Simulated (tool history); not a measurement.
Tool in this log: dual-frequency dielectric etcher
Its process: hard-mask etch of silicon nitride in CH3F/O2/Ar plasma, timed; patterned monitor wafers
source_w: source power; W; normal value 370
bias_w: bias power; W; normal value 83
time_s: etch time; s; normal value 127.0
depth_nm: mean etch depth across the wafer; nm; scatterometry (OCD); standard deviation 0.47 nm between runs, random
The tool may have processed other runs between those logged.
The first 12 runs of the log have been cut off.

run     day  source_w  bias_w  time_s  read-back reference wafer on the same gauge, depth_nm  depth_nm
 13  26.192       310      92   156.5                                                   94.9     107.7
 14  27.854       370      83   127.0                                                   95.1      92.0
 15  30.812       350      71   163.5                                                   95.2     108.1
 16  32.788       430      91   141.0                                                   95.3     115.9
 17  35.683       420      72   101.5                                                   95.4      75.3
 18  38.446       410      83   127.0                                                   95.6      97.9
 19  40.221       420      83   110.0                                                   95.8      86.2
     41.429  -- upper electrode replaced
     42.058  -- gauge calibrated
     42.867  -- wet clean of the chamber
 20  42.888       320      97   100.0                                                   93.3      70.8
 21  43.138       420      83   154.0                                                   93.3     116.6
 22  44.317       370      83   116.5                                                   93.2      83.2
 23  47.212       420      66   151.0                                                   93.3     104.9
 24  48.467       440      71    97.0                                                   93.3      71.6
 25  49.925       370      77   143.5                                                   93.3      99.1
 26  52.325       370      83   127.0                                                   93.3      90.6
 27  53.854       340      83   137.5                                                   93.4      93.7
 28  56.088       370      89   127.0                                                   93.4      94.2
 29  57.233       370      83   127.0                                                   93.5      90.7
 30  58.612       460      97   104.0                                                   93.3      89.2

4 ways to go on from here, each from the tool as it stands after run 30. What would each give?
  A  58.633       370      83   127.0                                                      ?         ?
  B  58.633       370      69   127.0                                                      ?         ?
  C  58.633       300      98    91.0                                                      ?         ?
  D  58.633       370      63   127.0                                                      ?         ?

run  read-back reference wafer on the same gauge, depth_nm  depth_nm
  A                                                   93.4      91.5
  B                                                   93.4      84.7
  C                                                   93.4      62.4
  D                                                   93.4      81.5
Without the tool's hidden state the same runs would have given:
run  depth_nm
  A      91.6
  B      84.8
  C      62.4
  D      81.6
